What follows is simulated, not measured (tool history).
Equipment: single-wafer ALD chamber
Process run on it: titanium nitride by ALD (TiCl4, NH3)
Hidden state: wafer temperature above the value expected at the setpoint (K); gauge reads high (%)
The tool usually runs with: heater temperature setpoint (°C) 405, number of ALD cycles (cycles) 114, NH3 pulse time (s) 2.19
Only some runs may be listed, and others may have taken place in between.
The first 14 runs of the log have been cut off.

run	hour	heater temperature setpoint (°C)	number of ALD cycles (cycles)	NH3 pulse time (s)	wafers since the last listed run	hours since the last thermocouple change	hours since the showerhead was replaced	hours since the gauge calibration	read-back reference wafer on the same gauge, thickness_nm	mean film thickness on the monitor wafer (Å)
15	1339.5	405	108	2.19	118	196.8	2693.9	2655.5	2.619	22.79
16	1417.1	405	114	2.19	114	274.4	2771.5	2733.1	2.62	23.99
# hour 1465.9: gauge calibrated
17	1474.3	405	114	2.19	84	331.6	2828.7	8.4	2.619	24.07
18	1524.6	392	130	1.48	74	381.9	2879	58.7	2.619	26.47
19	1576.3	405	114	2.19	76	433.6	2930.7	110.4	2.62	24.15
20	1674.9	395	123	2.19	145	532.2	3029.3	209	2.62	25.92
21	1780.1	413	128	2.73	155	637.4	3134.5	314.2	2.62	27.34
22	1873.3	405	114	2.19	137	730.6	3227.7	407.4	2.62	24.06
23	1923.3	410	96	2.78	73	780.6	3277.7	457.4	2.621	20.46
24	2009.4	405	114	2.19	127	866.7	3363.8	543.5	2.619	24.05
25	2084	400	114	1.75	110	941.3	3438.4	618.1	2.62	23.81
26	2172.8	411	114	2.19	131	1030.1	3527.2	706.9	2.62	24.11
27	2262.2	393	103	1.74	132	1119.5	3616.6	796.3	2.62	21.26
# hour 2313.4: showerhead replaced
28	2339.1	405	114	2.19	101	1196.4	25.7	873.2	2.619	24.16
29	2381.4	419	114	3.05	62	1238.7	68	915.5	2.62	24.51
30	2423.1	395	114	2.19	61	1280.4	109.7	957.2	2.621	23.9
31	2510.7	401	99	2.19	129	1368	197.3	1044.8	2.618	20.9
32	2569.7	415	114	2.54	87	1427	256.3	1103.8	2.62	24.35
33	2658.8	405	114	2.84	131	1516.1	345.4	1192.9	2.619	24.31
# hour 2729.5: thermocouple changed; heater temperature recalibrated
34	2739.7	420	114	2.63	107	10.2	426.3	1273.8	2.621	24.28
35	2810.8	391	130	2.19	105	81.3	497.4	1344.9	2.62	27.17
36	2867.7	393	114	2.84	84	138.2	554.3	1401.8	2.62	24.32
37	2957.8	405	114	2.19	133	228.3	644.4	1491.9	2.621	24.27
38	3061.8	410	114	2.19	153	332.3	748.4	1595.9	2.621	24.2
39	3163.9	418	114	2.19	150	434.4	850.5	1698	2.621	24.28

Predict each of these 5 candidate next runs independently; none follows another, all start after run 39:
A	3164.6	405	114	2.19	1	435.1	851.2	1698.7	?	?
B	3164.6	411	114	1.75	1	435.1	851.2	1698.7	?	?
C	3164.6	401	122	2.47	1	435.1	851.2	1698.7	?	?
D	3164.6	405	136	1.44	1	435.1	851.2	1698.7	?	?
E	3164.6	405	114	1.73	1	435.1	851.2	1698.7	?	?

run	read-back reference wafer on the same gauge, thickness_nm	mean film thickness on the monitor wafer (Å)
A	2.619	24.27
B	2.619	24.04
C	2.619	26.09
D	2.619	28.21
E	2.619	23.96
With the hidden condition removed and each run's random variation left untouched, the same runs would have given:
run	mean film thickness on the monitor wafer (Å)
A	24.27
B	24.04
C	26.09
D	28.21
E	23.96
